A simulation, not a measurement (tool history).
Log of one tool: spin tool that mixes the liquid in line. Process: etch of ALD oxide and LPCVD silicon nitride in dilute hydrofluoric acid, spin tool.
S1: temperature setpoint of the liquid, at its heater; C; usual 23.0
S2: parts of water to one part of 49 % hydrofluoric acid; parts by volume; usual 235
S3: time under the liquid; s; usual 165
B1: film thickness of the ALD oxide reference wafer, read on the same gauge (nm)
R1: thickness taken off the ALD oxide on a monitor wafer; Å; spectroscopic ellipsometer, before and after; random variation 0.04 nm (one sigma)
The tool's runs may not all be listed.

run	day	S1	S2	S3	B1	R1
1	0.000	24.5	235	165	80.01	110.4
2	2.600	24.5	235	165	79.99	110.4
3	4.667	23.0	235	165	80.02	103.5
# day 5.596: hydrofluoric acid flow meter replaced
4	5.862	23.0	235	165	80.00	103.8
5	8.821	23.0	295	165	79.98	77.9
6	11.775	23.0	295	165	80.00	77.8
7	14.104	23.0	295	165	79.98	77.5
8	16.896	19.5	190	205	79.98	144.5
9	18.117	23.0	295	165	79.99	77.0
10	20.992	23.0	235	200	80.00	125.3
11	23.462	23.0	235	165	79.97	102.9
12	25.350	19.0	235	110	80.01	58.8
13	27.362	23.0	235	220	79.98	136.8
# day 29.996: gauge calibrated
# day 30.592: thermometer replaced
14	30.754	23.0	235	135	80.01	88.8
15	33.117	23.0	235	165	80.01	108.7
16	35.521	23.0	235	110	80.04	72.3
# day 37.842: hydrofluoric acid flow meter replaced
17	43.508	28.0	350	210	80.00	97.5
18	47.550	25.5	305	130	80.03	66.7
19	50.008	23.0	235	165	80.03	106.8
20	52.304	23.0	335	165	80.01	68.3
21	53.917	28.0	235	165	80.00	129.5
22	56.696	23.0	170	165	80.01	158.0
23	58.533	23.0	315	165	80.00	73.7
24	59.754	26.0	235	250	80.04	180.8
25	62.546	23.0	235	165	80.00	106.2

Forecast each of these 5 alternatives for the next run:
A	62.567	23.0	235	165	?	?
B	62.567	26.0	235	165	?	?
C	62.567	25.0	235	165	?	?
D	62.567	23.0	235	255	?	?
E	62.567	24.5	235	70	?	?

run	B1	R1
A	79.97	107.9
B	79.97	120.3
C	79.97	116.0
D	79.97	166.8
E	79.97	48.3
Without the tool's hidden state the same runs would have given:
run	R1
A	109.9
B	122.4
C	118.1
D	169.8
E	49.2

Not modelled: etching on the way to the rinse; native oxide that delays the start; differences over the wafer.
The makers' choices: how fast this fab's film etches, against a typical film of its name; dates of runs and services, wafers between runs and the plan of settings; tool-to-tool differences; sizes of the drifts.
